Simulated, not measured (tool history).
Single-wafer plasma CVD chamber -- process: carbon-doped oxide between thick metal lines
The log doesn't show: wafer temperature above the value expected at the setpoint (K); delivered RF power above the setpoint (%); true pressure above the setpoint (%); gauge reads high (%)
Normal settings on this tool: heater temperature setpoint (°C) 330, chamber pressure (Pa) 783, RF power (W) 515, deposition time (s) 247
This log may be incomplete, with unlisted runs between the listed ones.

| run | day | heater temperature setpoint (°C) | chamber pressure (Pa) | RF power (W) | deposition time (s) | wafers since the last listed run | hours since the last thermocouple change | hours since the last RF generator calibration | hours since the last manometer calibration | hours since the showerhead was replaced | hours since the gauge calibration | read-back reference wafer on the same gauge, thickness_nm | mean film thickness on the monitor wafer (Å) |
|---|---|---|---|---|---|---|---|---|---|---|---|---|---|
| 1 | 0.000 | 330 | 783 | 515 | 247 | 0 | 213.8 | 1406.5 | 2187.4 | 1077.8 | 1395.5 | 1370.568 | 13219.07 |
| 2 | 4.125 | 330 | 783 | 515 | 247 | 863 | 312.8 | 1505.5 | 2286.4 | 1176.8 | 1494.5 | 1371.390 | 13055.73 |
| 3 | 7.667 | 330 | 783 | 515 | 247 | 741 | 397.8 | 1590.5 | 2371.4 | 1261.8 | 1579.5 | 1370.958 | 13026.79 |
| 4 | 10.508 | 330 | 783 | 515 | 247 | 594 | 466.0 | 1658.7 | 2439.6 | 1330.0 | 1647.7 | 1370.129 | 12939.47 |
| 5 | 12.225 | 330 | 783 | 515 | 247 | 359 | 507.2 | 1699.9 | 2480.8 | 1371.2 | 1688.9 | 1370.877 | 12987.21 |
| 6 | 14.067 | 330 | 783 | 515 | 247 | 385 | 551.4 | 1744.1 | 2525.0 | 1415.4 | 1733.1 | 1370.466 | 13036.98 |
| 7 | 16.350 | 330 | 783 | 515 | 247 | 478 | 606.2 | 1798.9 | 2579.8 | 1470.2 | 1787.9 | 1371.956 | 13003.48 |
| 8 | 18.733 | 330 | 783 | 515 | 247 | 498 | 663.4 | 1856.1 | 2637.0 | 1527.4 | 1845.1 | 1370.118 | 12955.90 |
| 9 | 20.467 | 330 | 783 | 515 | 247 | 362 | 705.0 | 1897.7 | 2678.6 | 1569.0 | 1886.7 | 1371.429 | 12950.06 |
| 10 | 23.612 | 330 | 783 | 490 | 247 | 658 | 780.5 | 1973.2 | 2754.1 | 1644.5 | 1962.2 | 1370.203 | 12621.36 |
| 11 | 28.108 | 330 | 783 | 490 | 247 | 941 | 888.4 | 2081.1 | 2862.0 | 1752.4 | 2070.1 | 1369.562 | 12468.51 |
| 12 | 30.746 | 330 | 783 | 515 | 247 | 552 | 951.7 | 2144.4 | 2925.3 | 1815.7 | 2133.4 | 1369.870 | 12857.23 |
| 13 | 33.692 | 340 | 635 | 515 | 203 | 616 | 1022.4 | 2215.1 | 2996.0 | 1886.4 | 2204.1 | 1370.592 | 10045.69 |
| 14 | 35.258 | 330 | 783 | 515 | 226 | 327 | 1060.0 | 2252.7 | 3033.6 | 1924.0 | 2241.7 | 1369.080 | 11680.35 |
| 15 | 38.229 | 330 | 783 | 490 | 247 | 621 | 1131.3 | 2324.0 | 3104.9 | 1995.3 | 2313.0 | 1368.347 | 12320.75 |
|  | 41.446 | RF generator calibrated |
| 16 | 42.550 | 344 | 783 | 610 | 277 | 834 | 1235.0 | 26.5 | 3208.6 | 2099.0 | 2416.7 | 1367.131 | 15877.29 |
|  | 43.096 | capacitance manometer re-zeroed and calibrated |
| 17 | 45.992 | 343 | 601 | 515 | 247 | 650 | 1317.6 | 109.1 | 69.5 | 2181.6 | 2499.3 | 1369.832 | 12411.70 |
| 18 | 48.388 | 330 | 783 | 515 | 247 | 501 | 1375.1 | 166.6 | 127.0 | 2239.1 | 2556.8 | 1372.322 | 13263.95 |
| 19 | 50.742 | 319 | 783 | 515 | 234 | 492 | 1431.6 | 223.1 | 183.5 | 2295.6 | 2613.3 | 1368.469 | 13089.83 |
| 20 | 53.167 | 330 | 783 | 515 | 247 | 507 | 1489.8 | 281.3 | 241.7 | 2353.8 | 2671.5 | 1370.153 | 13270.45 |
|  | 55.392 | gauge calibrated |
| 21 | 56.921 | 322 | 783 | 515 | 247 | 785 | 1579.9 | 371.4 | 331.8 | 2443.9 | 36.7 | 1370.033 | 13608.53 |
| 22 | 60.429 | 330 | 661 | 515 | 271 | 734 | 1664.1 | 455.6 | 416.0 | 2528.1 | 120.9 | 1366.685 | 14252.03 |
|  | 60.908 | showerhead replaced |
|  | 61.617 | thermocouple changed; heater temperature recalibrated |
| 23 | 62.854 | 337 | 783 | 570 | 247 | 368 | 29.7 | 513.8 | 474.2 | 46.7 | 179.1 | 1369.154 | 13910.25 |
| 24 | 65.083 | 330 | 783 | 515 | 247 | 466 | 83.2 | 567.3 | 527.7 | 100.2 | 232.6 | 1369.617 | 13362.58 |
| 25 | 68.346 | 336 | 783 | 515 | 205 | 683 | 161.5 | 645.6 | 606.0 | 178.5 | 310.9 | 1369.986 | 10896.14 |
| 26 | 71.992 | 343 | 783 | 470 | 224 | 763 | 249.0 | 733.1 | 693.5 | 266.0 | 398.4 | 1369.467 | 10948.32 |
| 27 | 78.433 | 339 | 783 | 450 | 247 | 1348 | 403.6 | 887.7 | 848.1 | 420.6 | 553.0 | 1369.006 | 11850.33 |
| 28 | 82.079 | 325 | 860 | 515 | 247 | 763 | 491.1 | 975.2 | 935.6 | 508.1 | 640.5 | 1368.240 | 13491.22 |
| 29 | 86.258 | 340 | 632 | 435 | 227 | 874 | 591.4 | 1075.5 | 1035.9 | 608.4 | 740.8 | 1367.967 | 10255.35 |

What was the tool's hidden state at every run in the log?
true pressure above the setpoint (%): 0 across all the runs
gauge reads high (%): 0 across all the runs
H1: wafer temperature above the value expected at the setpoint (K)
H2: delivered RF power above the setpoint (%)
| run | H1 | H2 |
|---|---|---|
| 1 | 1.46 | -5.3 |
| 2 | 2.2 | -5.64 |
| 3 | 2.73 | -5.92 |
| 4 | 3.09 | -6.16 |
| 5 | 3.29 | -6.3 |
| 6 | 3.48 | -6.45 |
| 7 | 3.7 | -6.63 |
| 8 | 3.9 | -6.83 |
| 9 | 4.03 | -6.97 |
| 10 | 4.25 | -7.23 |
| 11 | 4.51 | -7.59 |
| 12 | 4.63 | -7.81 |
| 13 | 4.76 | -8.05 |
| 14 | 4.81 | -8.18 |
| 15 | 4.91 | -8.42 |
| 16 | 5.04 | -1.28 |
| 17 | 5.12 | -1.57 |
| 18 | 5.17 | -1.76 |
| 19 | 5.21 | -1.95 |
| 20 | 5.25 | -2.15 |
| 21 | 5.3 | -2.46 |
| 22 | 5.34 | -2.74 |
| 23 | 0.531 | -2.94 |
| 24 | 1.14 | -3.12 |
| 25 | 1.92 | -3.39 |
| 26 | 2.65 | -3.69 |
| 27 | 3.68 | -4.21 |
| 28 | 4.13 | -4.51 |
| 29 | 4.56 | -4.85 |
